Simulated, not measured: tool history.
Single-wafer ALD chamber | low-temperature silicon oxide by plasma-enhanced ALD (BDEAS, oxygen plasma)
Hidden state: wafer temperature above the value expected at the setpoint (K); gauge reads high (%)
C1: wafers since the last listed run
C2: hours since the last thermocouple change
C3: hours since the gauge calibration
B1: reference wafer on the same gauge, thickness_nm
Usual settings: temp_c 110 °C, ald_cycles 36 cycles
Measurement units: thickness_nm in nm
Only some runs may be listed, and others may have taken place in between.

run 1 hour=0.0 | temp_c=101 ald_cycles=36 | C1=0 C2=959.8 C3=60.1 | B1=5.290 | thickness_nm=6.493
-- hour=50.1 thermocouple changed; heater temperature recalibrated
run 2 hour=77.3 | temp_c=115 ald_cycles=36 | C1=486 C2=27.2 C3=137.4 | B1=5.293 | thickness_nm=6.227
run 3 hour=150.1 | temp_c=115 ald_cycles=36 | C1=511 C2=100.0 C3=210.2 | B1=5.291 | thickness_nm=6.279
run 4 hour=228.4 | temp_c=110 ald_cycles=36 | C1=550 C2=178.3 C3=288.5 | B1=5.288 | thickness_nm=6.317
run 5 hour=286.7 | temp_c=110 ald_cycles=36 | C1=409 C2=236.6 C3=346.8 | B1=5.290 | thickness_nm=6.349
run 6 hour=347.1 | temp_c=110 ald_cycles=36 | C1=424 C2=297.0 C3=407.2 | B1=5.292 | thickness_nm=6.334
run 7 hour=452.6 | temp_c=110 ald_cycles=32 | C1=741 C2=402.5 C3=512.7 | B1=5.288 | thickness_nm=5.617
run 8 hour=506.0 | temp_c=110 ald_cycles=32 | C1=375 C2=455.9 C3=566.1 | B1=5.283 | thickness_nm=5.650
run 9 hour=544.0 | temp_c=110 ald_cycles=32 | C1=267 C2=493.9 C3=604.1 | B1=5.283 | thickness_nm=5.644
run 10 hour=604.8 | temp_c=110 ald_cycles=36 | C1=427 C2=554.7 C3=664.9 | B1=5.287 | thickness_nm=6.342
run 11 hour=699.8 | temp_c=110 ald_cycles=31 | C1=667 C2=649.7 C3=759.9 | B1=5.290 | thickness_nm=5.461
run 12 hour=807.2 | temp_c=99 ald_cycles=43 | C1=754 C2=757.1 C3=867.3 | B1=5.290 | thickness_nm=7.780
run 13 hour=884.2 | temp_c=110 ald_cycles=36 | C1=541 C2=834.1 C3=944.3 | B1=5.290 | thickness_nm=6.338
run 14 hour=940.1 | temp_c=100 ald_cycles=34 | C1=392 C2=890.0 C3=1000.2 | B1=5.290 | thickness_nm=6.148
run 15 hour=976.6 | temp_c=110 ald_cycles=36 | C1=256 C2=926.5 C3=1036.7 | B1=5.283 | thickness_nm=6.368
run 16 hour=1038.6 | temp_c=98 ald_cycles=40 | C1=435 C2=988.5 C3=1098.7 | B1=5.291 | thickness_nm=7.291
run 17 hour=1134.7 | temp_c=110 ald_cycles=36 | C1=675 C2=1084.6 C3=1194.8 | B1=5.290 | thickness_nm=6.340
-- hour=1197.1 thermocouple changed; heater temperature recalibrated
-- hour=1203.8 gauge calibrated
run 18 hour=1233.6 | temp_c=110 ald_cycles=43 | C1=638 C2=36.5 C3=29.8 | B1=5.291 | thickness_nm=7.537
run 19 hour=1272.7 | temp_c=100 ald_cycles=36 | C1=274 C2=75.6 C3=68.9 | B1=5.284 | thickness_nm=6.408
run 20 hour=1351.9 | temp_c=110 ald_cycles=36 | C1=556 C2=154.8 C3=148.1 | B1=5.295 | thickness_nm=6.327
run 21 hour=1433.9 | temp_c=116 ald_cycles=33 | C1=576 C2=236.8 C3=230.1 | B1=5.291 | thickness_nm=5.747
run 22 hour=1534.4 | temp_c=110 ald_cycles=36 | C1=706 C2=337.3 C3=330.6 | B1=5.289 | thickness_nm=6.339
run 23 hour=1571.2 | temp_c=110 ald_cycles=41 | C1=258 C2=374.1 C3=367.4 | B1=5.286 | thickness_nm=7.231

Each row is a separate what-if for the run after 23, all from the same tool condition, not one after another. Results?
run A hour=1571.7 | temp_c=110 ald_cycles=42 | C1=3 C2=374.6 C3=367.9 | B1=? | thickness_nm=?
run B hour=1571.7 | temp_c=123 ald_cycles=31 | C1=3 C2=374.6 C3=367.9 | B1=? | thickness_nm=?
run C hour=1571.7 | temp_c=110 ald_cycles=38 | C1=3 C2=374.6 C3=367.9 | B1=? | thickness_nm=?
run D hour=1571.7 | temp_c=100 ald_cycles=42 | C1=3 C2=374.6 C3=367.9 | B1=? | thickness_nm=?

run=A B1=5.289 thickness_nm=7.390
run=B B1=5.289 thickness_nm=5.341
run=C B1=5.289 thickness_nm=6.686
run=D B1=5.289 thickness_nm=7.544
With no hidden state in the tool, these same runs would have given:
run=A thickness_nm=7.338
run=B thickness_nm=5.302
run=C thickness_nm=6.639
run=D thickness_nm=7.457
